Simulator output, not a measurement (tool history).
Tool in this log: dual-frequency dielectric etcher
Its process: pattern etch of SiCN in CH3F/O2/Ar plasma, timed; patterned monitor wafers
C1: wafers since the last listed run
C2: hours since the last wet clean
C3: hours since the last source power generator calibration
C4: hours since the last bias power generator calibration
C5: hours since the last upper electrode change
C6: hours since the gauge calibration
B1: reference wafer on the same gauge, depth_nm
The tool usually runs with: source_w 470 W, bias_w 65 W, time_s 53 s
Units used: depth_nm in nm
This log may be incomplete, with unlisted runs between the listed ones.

Run 1, hour 0: usual settings; C1 0; C2 466.6; C3 1927.7; C4 1420; C5 134.5; C6 59.2; B1 17.79. Result: depth_nm 18.71 nm.
Run 2, hour 25.5: usual settings; C1 393; C2 492.1; C3 1953.2; C4 1445.5; C5 160; C6 84.7; B1 17.77. Result: depth_nm 18.92 nm.
At hour 57: wet clean of the chamber.
At hour 58.3: source power generator calibrated.
Run 3, hour 161.5: usual settings but time_s 57 s; C1 1710; C2 104.5; C3 103.2; C4 1581.5; C5 296; C6 220.7; B1 17.79. Result: depth_nm 21.27 nm.
Run 4, hour 193.1: usual settings but time_s 57 s; C1 488; C2 136.1; C3 134.8; C4 1613.1; C5 327.6; C6 252.3; B1 17.8. Result: depth_nm 21.4 nm.
Run 5, hour 232.6: usual settings but time_s 57 s; C1 610; C2 175.6; C3 174.3; C4 1652.6; C5 367.1; C6 291.8; B1 17.79. Result: depth_nm 21.28 nm.
Run 6, hour 268.2: usual settings but source_w 520 W, bias_w 50 W, time_s 43 s; C1 549; C2 211.2; C3 209.9; C4 1688.2; C5 402.7; C6 327.4; B1 17.8. Result: depth_nm 15.16 nm.
At hour 281.6: bias power generator calibrated.
Run 7, hour 326.5: usual settings but source_w 370 W, time_s 66 s; C1 838; C2 269.5; C3 268.2; C4 44.9; C5 461; C6 385.7; B1 17.81. Result: depth_nm 19.22 nm.
Run 8, hour 369.1: usual settings but source_w 580 W, bias_w 55 W, time_s 42 s; C1 658; C2 312.1; C3 310.8; C4 87.5; C5 503.6; C6 428.3; B1 17.78. Result: depth_nm 16.86 nm.
Run 9, hour 440.6: usual settings but source_w 530 W, bias_w 70 W, time_s 41 s; C1 1104; C2 383.6; C3 382.3; C4 159; C5 575.1; C6 499.8; B1 17.79. Result: depth_nm 17.24 nm.
Run 10, hour 480.5: usual settings; C1 616; C2 423.5; C3 422.2; C4 198.9; C5 615; C6 539.7; B1 17.78. Result: depth_nm 19.63 nm.
Run 11, hour 507.5: usual settings but source_w 360 W; C1 417; C2 450.5; C3 449.2; C4 225.9; C5 642; C6 566.7; B1 17.8. Result: depth_nm 14.74 nm.
At hour 555.3: wet clean of the chamber.
Run 12, hour 571.4: usual settings but source_w 380 W, bias_w 49 W, time_s 47.5 s; C1 616; C2 16.1; C3 513.1; C4 289.8; C5 705.9; C6 630.6; B1 17.82. Result: depth_nm 12.14 nm.
Run 13, hour 629.2: usual settings but source_w 370 W, bias_w 54 W; C1 892; C2 73.9; C3 570.9; C4 347.6; C5 763.7; C6 688.4; B1 17.78. Result: depth_nm 13.82 nm.
Run 14, hour 660.5: usual settings; C1 483; C2 105.2; C3 602.2; C4 378.9; C5 795; C6 719.7; B1 17.79. Result: depth_nm 19.53 nm.
Run 15, hour 730.3: usual settings; C1 1078; C2 175; C3 672; C4 448.7; C5 864.8; C6 789.5; B1 17.82. Result: depth_nm 19.41 nm.
Run 16, hour 784.9: usual settings but bias_w 50 W, time_s 65.5 s; C1 843; C2 229.6; C3 726.6; C4 503.3; C5 919.4; C6 844.1; B1 17.8. Result: depth_nm 20.99 nm.
Run 17, hour 840.7: usual settings but source_w 560 W, bias_w 81 W, time_s 37.5 s; C1 861; C2 285.4; C3 782.4; C4 559.1; C5 975.2; C6 899.9; B1 17.8. Result: depth_nm 17.47 nm.
Run 18, hour 898.7: usual settings; C1 895; C2 343.4; C3 840.4; C4 617.1; C5 1033.2; C6 957.9; B1 17.8. Result: depth_nm 19.32 nm.
Run 19, hour 969.1: usual settings but bias_w 77 W, time_s 61 s; C1 1087; C2 413.8; C3 910.8; C4 687.5; C5 1103.6; C6 1028.3; B1 17.79. Result: depth_nm 24.31 nm.
Run 20, hour 1022.4: usual settings but source_w 570 W, time_s 44.5 s; C1 823; C2 467.1; C3 964.1; C4 740.8; C5 1156.9; C6 1081.6; B1 17.81. Result: depth_nm 18.77 nm.
At hour 1067.9: wet clean of the chamber.
Run 21, hour 1075.8: usual settings but source_w 520 W, bias_w 52 W, time_s 40 s; C1 454; C2 7.9; C3 1017.5; C4 794.2; C5 1210.3; C6 1135; B1 17.82. Result: depth_nm 14.14 nm.
Run 22, hour 1145.7: usual settings but source_w 360 W, bias_w 55 W, time_s 40 s; C1 1079; C2 77.8; C3 1087.4; C4 864.1; C5 1280.2; C6 1204.9; B1 17.81. Result: depth_nm 9.96 nm.
Run 23, hour 1196.6: usual settings; C1 786; C2 128.7; C3 1138.3; C4 915; C5 1331.1; C6 1255.8; B1 17.79. Result: depth_nm 19.14 nm.
Run 24, hour 1222.4: usual settings but source_w 390 W, time_s 68 s; C1 398; C2 154.5; C3 1164.1; C4 940.8; C5 1356.9; C6 1281.6; B1 17.82. Result: depth_nm 20.28 nm.
Run 25, hour 1248.1: usual settings but time_s 57 s; C1 396; C2 180.2; C3 1189.8; C4 966.5; C5 1382.6; C6 1307.3; B1 17.81. Result: depth_nm 20.4 nm.
Run 26, hour 1301.7: usual settings but source_w 560 W, time_s 57 s; C1 827; C2 233.8; C3 1243.4; C4 1020.1; C5 1436.2; C6 1360.9; B1 17.77. Result: depth_nm 23.69 nm.
Run 27, hour 1348.5: usual settings but bias_w 50 W, time_s 42 s; C1 722; C2 280.6; C3 1290.2; C4 1066.9; C5 1483; C6 1407.7; B1 17.81. Result: depth_nm 13.34 nm.
Run 28, hour 1374.2: usual settings but source_w 570 W, bias_w 73 W; C1 396; C2 306.3; C3 1315.9; C4 1092.6; C5 1508.7; C6 1433.4; B1 17.81. Result: depth_nm 23.48 nm.
Run 29, hour 1452.8: usual settings but bias_w 72 W; C1 1214; C2 384.9; C3 1394.5; C4 1171.2; C5 1587.3; C6 1512; B1 17.77. Result: depth_nm 20.15 nm.

Each row is a separate what-if for the run after 29, all from the same tool condition, not one after another. Results?
Run A, hour 1453.2: usual settings but source_w 520 W; C1 6; C2 385.3; C3 1394.9; C4 1171.6; C5 1587.7; C6 1512.4; B1 ?. Result: depth_nm ?.
Run B, hour 1453.2: usual settings but source_w 410 W, bias_w 71 W, time_s 61 s; C1 6; C2 385.3; C3 1394.9; C4 1171.6; C5 1587.7; C6 1512.4; B1 ?. Result: depth_nm ?.
Run C, hour 1453.2: usual settings but time_s 63 s; C1 6; C2 385.3; C3 1394.9; C4 1171.6; C5 1587.7; C6 1512.4; B1 ?. Result: depth_nm ?.
Run D, hour 1453.2: usual settings but bias_w 77 W, time_s 47.5 s; C1 6; C2 385.3; C3 1394.9; C4 1171.6; C5 1587.7; C6 1512.4; B1 ?. Result: depth_nm ?.
Run E, hour 1453.2: usual settings but source_w 350 W, bias_w 78 W, time_s 68 s; C1 6; C2 385.3; C3 1394.9; C4 1171.6; C5 1587.7; C6 1512.4; B1 ?. Result: depth_nm ?.

run    B1  depth_nm
  A  17.8      20.7
  B  17.8     20.23
  C  17.8     22.68
  D  17.8     18.63
  E  17.8     19.57
Without the tool's hidden state the same runs would have given:
run  depth_nm
  A     21.49
  B     20.98
  C     23.54
  D     19.32
  E     20.29

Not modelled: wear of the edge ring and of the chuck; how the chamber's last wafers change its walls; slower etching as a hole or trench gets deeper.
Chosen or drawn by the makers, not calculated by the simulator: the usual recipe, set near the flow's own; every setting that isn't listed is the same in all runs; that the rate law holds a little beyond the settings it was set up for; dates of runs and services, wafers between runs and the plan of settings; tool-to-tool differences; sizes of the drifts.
